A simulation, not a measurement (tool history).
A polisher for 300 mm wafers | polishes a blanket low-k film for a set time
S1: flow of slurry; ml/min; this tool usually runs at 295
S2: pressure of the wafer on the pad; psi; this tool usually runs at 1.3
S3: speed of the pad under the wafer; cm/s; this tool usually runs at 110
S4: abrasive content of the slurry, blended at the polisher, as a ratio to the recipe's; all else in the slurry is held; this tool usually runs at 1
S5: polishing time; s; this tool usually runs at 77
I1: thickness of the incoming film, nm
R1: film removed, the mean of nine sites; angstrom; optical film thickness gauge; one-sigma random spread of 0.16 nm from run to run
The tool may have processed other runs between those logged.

run	day	S1	S2	S3	S4	S5	I1	R1
1	0	295	1.3	110	1	77	653.6	175
2	0.379	295	1.3	110	1	63	650	144
# day 0.917: worn pad replaced by a new one
3	1.788	295	1.3	110	1	63	646	139
4	2.4	295	1.3	110	1	63	641.1	140
5	2.658	295	1.3	110	1	77	640.9	173
6	3.392	295	1.3	110	1	77	647	171
7	3.804	295	1.3	110	1	77	660	171
# day 4.617: worn pad replaced by a new one
8	4.638	295	1.5	138	1	77	661	228
9	5.167	295	1.5	138	1	77	641.6	220
10	5.812	295	1.5	138	1	77	646.7	221
11	6.162	295	1.3	110	1	54	651.4	115
# day 6.45: slurry nozzle cleaned
12	6.483	295	1.3	110	1	77	655.4	166
# day 6.812: conditioning disc replaced and pad reconditioned
# day 6.829: slurry blender recalibrated
13	6.858	295	1	110	1.25	59	657.8	122
14	7.121	295	1.3	110	1	77	650.9	188
# day 7.421: head pressure recalibrated
15	7.75	295	1.3	84	1	77	659.5	151
# day 8.204: worn pad replaced by a new one
16	8.271	190	1.3	110	1	77	653	173
17	8.983	295	1.3	110	0.8	89	646.9	187
18	9.608	195	1.3	110	1.25	77	639.2	192
19	10.338	295	1.3	134	1	77	652.7	211
20	10.896	295	1.1	110	1	77	660.3	152
21	11.2	350	1.5	80	0.75	77	654.9	139

Predict each of these 3 candidate next runs independently; none follows another, all start after run 21:
A	11.217	295	1.3	110	1	77	647.7	?
B	11.217	325	1.8	90	1	96	647.7	?
C	11.217	370	1.6	110	1	56	647.7	?

run	R1
A	180
B	265
C	163
The same runs, with their run-to-run variation unchanged, on a tool lacking any hidden condition would have given:
run	R1
A	190
B	283
C	174
